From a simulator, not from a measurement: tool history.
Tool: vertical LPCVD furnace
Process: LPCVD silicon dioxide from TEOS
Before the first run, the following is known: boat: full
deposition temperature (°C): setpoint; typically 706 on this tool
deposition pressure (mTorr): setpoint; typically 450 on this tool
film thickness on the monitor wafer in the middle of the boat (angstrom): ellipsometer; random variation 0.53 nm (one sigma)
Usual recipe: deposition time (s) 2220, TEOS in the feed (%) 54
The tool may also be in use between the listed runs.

run   hour  deposition temperature (°C)  deposition pressure (mTorr)  deposition time (s)  TEOS in the feed (%)  wafers since the last listed run  hours since the last temperature calibration  hours since the pressure gauge was zeroed  hours since the TEOS flow controller was replaced  hours since the gauge calibration  read-back reference wafer on the same gauge, thickness  film thickness on the monitor wafer in the middle of the boat (angstrom)
  1      0                          706                          450                 2220                    54                                 0                                        2636.3                                     3496.7                                             4389.6                              146.7                                                  301.09                                                                    3900.8
  2   29.7                          706                          415                 2220                    54                               471                                          2666                                     3526.4                                             4419.3                              176.4                                                   300.9                                                                    3752.3
  3   71.5                          706                          415                 2220                    54                               663                                        2707.8                                     3568.2                                             4461.1                              218.2                                                  300.79                                                                    3744.2
  4  133.3                          706                          415                 2220                    54                               980                                        2769.6                                       3630                                             4522.9                                280                                                  301.07                                                                    3749.6
  5  184.9                          706                          450                 2220                    54                               818                                        2821.2                                     3681.6                                             4574.5                              331.6                                                  300.99                                                                      3918
     212.8  -- gauge calibrated
     218.5  -- pressure gauge zeroed
     260.6  -- thermocouples replaced and temperature profile calibrated
  6  261.1                          706                          450                 2220                    54                               447                                           0.5                                       42.6                                             4650.7                               48.3                                                  301.02                                                                    3581.9
     314.4  -- TEOS flow controller replaced
  7  315.6                          703                          450                 2220                    54                               483                                            55                                       97.1                                                1.2                              102.8                                                  300.88                                                                      3363
  8  347.7                          706                          450                 2220                    54                               509                                          87.1                                      129.2                                               33.3                              134.9                                                  301.15                                                                    3610.5
  9  398.4                          706                          450                 2670                    62                               804                                         137.8                                      179.9                                                 84                              185.6                                                  300.83                                                                    4652.6
 10  451.9                          706                          450                 2610                    64                               848                                         191.3                                      233.4                                              137.5                              239.1                                                  301.08                                                                    4612.6
 11    482                          697                          450                 2670                    54                               477                                         221.4                                      263.5                                              167.6                              269.2                                                  300.98                                                                    3535.5
 12  518.1                          706                          450                 2220                    54                               572                                         257.5                                      299.6                                              203.7                              305.3                                                  300.91                                                                    3626.9
     553.1  -- gauge calibrated
 13  581.4                          712                          450                 2460                    54                              1004                                         320.8                                      362.9                                                267                               28.3                                                   301.1                                                                    4615.3
 14  608.9                          698                          485                 2460                    51                               436                                         348.3                                      390.4                                              294.5                               55.8                                                   300.9                                                                    3373.3

Forecast each of these 4 alternatives for the next run:
  A  612.8                          706                          450                 2220                    54                                61                                         352.2                                      394.3                                              298.4                               59.7                                                       ?                                                                         ?
  B  612.8                          706                          450                 3060                    54                                61                                         352.2                                      394.3                                              298.4                               59.7                                                       ?                                                                         ?
  C  612.8                          706                          420                 1980                    54                                61                                         352.2                                      394.3                                              298.4                               59.7                                                       ?                                                                         ?
  D  612.8                          706                          360                 2850                    54                                61                                         352.2                                      394.3                                              298.4                               59.7                                                       ?                                                                         ?

run  read-back reference wafer on the same gauge, thickness  film thickness on the monitor wafer in the middle of the boat (angstrom)
  A                                                  301.18                                                                    3630.7
  B                                                  301.18                                                                    5004.4
  C                                                  301.18                                                                    3128.4
  D                                                  301.18                                                                    4168.9
With the hidden condition removed and each run's random variation left untouched, the same runs would have given:
run  film thickness on the monitor wafer in the middle of the boat (angstrom)
  A                                                                    3547.6
  B                                                                    4889.9
  C                                                                    3056.8
  D                                                                    4073.5
